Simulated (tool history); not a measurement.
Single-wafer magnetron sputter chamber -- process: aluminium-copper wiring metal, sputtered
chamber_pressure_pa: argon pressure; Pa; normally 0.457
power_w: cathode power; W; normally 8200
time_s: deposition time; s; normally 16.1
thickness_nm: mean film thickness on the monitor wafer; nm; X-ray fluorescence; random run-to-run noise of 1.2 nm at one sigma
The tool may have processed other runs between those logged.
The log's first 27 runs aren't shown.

run	hour	chamber_pressure_pa	power_w	time_s	read-back reference wafer on the same gauge, thickness_nm	thickness_nm
28	344.1	0.457	8200	16.1	208.488	218.396
29	353.6	0.457	8200	16.1	208.466	218.351
30	364.7	0.457	9600	17.2	207.837	273.708
31	378.4	0.457	8200	16.9	208.107	226.565
32	386.9	0.611	8200	16.1	208.234	180.833
33	402.4	0.457	8200	16.1	207.878	217.804
34	411.7	0.293	8200	19.1	208.037	315.988
35	424.4	0.58	8750	16.1	208.096	198.16
36	432.3	0.322	8200	14.5	208.181	231.78

Forecast each of these 3 alternatives for the next run:
A	432.7	0.457	8200	16.1	?	?
B	432.7	0.532	8200	16.1	?	?
C	432.7	0.348	7350	14.4	?	?

run	read-back reference wafer on the same gauge, thickness_nm	thickness_nm
A	207.892	214.566
B	207.892	196.234
C	207.892	196.999
What these runs would have given with no unlogged condition in the tool:
run	thickness_nm
A	218.683
B	199.999
C	200.778

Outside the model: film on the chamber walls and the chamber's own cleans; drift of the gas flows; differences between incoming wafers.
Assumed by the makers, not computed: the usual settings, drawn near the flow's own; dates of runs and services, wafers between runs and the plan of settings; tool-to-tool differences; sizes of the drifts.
